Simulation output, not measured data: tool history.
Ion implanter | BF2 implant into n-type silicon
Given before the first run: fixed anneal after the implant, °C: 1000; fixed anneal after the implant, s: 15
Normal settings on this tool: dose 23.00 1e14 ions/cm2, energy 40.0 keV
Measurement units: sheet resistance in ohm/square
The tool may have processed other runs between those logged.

| run | hour | dose | energy | read-back reference wafer on the same gauge, sheet resistance | sheet resistance |
|---|---|---|---|---|---|
| 1 | 0.0 | 23.00 | 40.0 | 127.02 | 113.22 |
| 2 | 40.7 | 23.00 | 40.0 | 126.98 | 113.14 |
| 3 | 112.1 | 23.00 | 40.0 | 126.99 | 112.47 |
| 4 | 139.3 | 23.00 | 40.0 | 127.03 | 112.72 |
| 5 | 179.4 | 23.00 | 40.0 | 126.98 | 112.93 |
| 6 | 227.3 | 23.00 | 40.0 | 127.00 | 112.69 |
| 7 | 268.6 | 23.00 | 40.0 | 126.98 | 113.25 |
|  | 284.6 | Faraday cup replaced and dose calibrated |
| 8 | 301.5 | 23.00 | 40.0 | 127.00 | 112.63 |
|  | 328.6 | extraction supply calibrated |
| 9 | 334.6 | 29.20 | 40.0 | 126.97 | 111.15 |
|  | 346.2 | gauge calibrated |
| 10 | 404.9 | 23.00 | 40.0 | 126.99 | 112.76 |
| 11 | 475.8 | 26.88 | 48.0 | 126.99 | 100.61 |
| 12 | 529.0 | 16.61 | 27.0 | 127.01 | 144.30 |
| 13 | 579.1 | 18.28 | 30.0 | 126.99 | 134.98 |
| 14 | 613.0 | 17.92 | 32.0 | 127.01 | 130.17 |
| 15 | 673.5 | 26.59 | 40.0 | 127.01 | 111.35 |
| 16 | 732.0 | 20.08 | 51.0 | 127.00 | 99.77 |
|  | 772.7 | gauge calibrated |
| 17 | 790.9 | 23.00 | 40.0 | 127.02 | 112.70 |

Below are 4 alternative next runs, each starting from the tool's condition after run 17. Predict each:
| A | 791.3 | 23.00 | 40.0 | ? | ? |
| B | 791.3 | 17.72 | 29.5 | ? | ? |
| C | 791.3 | 27.43 | 33.5 | ? | ? |
| D | 791.3 | 19.88 | 50.0 | ? | ? |

| run | read-back reference wafer on the same gauge, sheet resistance | sheet resistance |
|---|---|---|
| A | 127.01 | 112.83 |
| B | 127.01 | 136.51 |
| C | 127.01 | 123.08 |
| D | 127.01 | 100.93 |
Had the tool no hidden state, the same runs would have come out as:
| run | sheet resistance |
|---|---|
| A | 112.83 |
| B | 136.51 |
| C | 123.08 |
| D | 100.93 |

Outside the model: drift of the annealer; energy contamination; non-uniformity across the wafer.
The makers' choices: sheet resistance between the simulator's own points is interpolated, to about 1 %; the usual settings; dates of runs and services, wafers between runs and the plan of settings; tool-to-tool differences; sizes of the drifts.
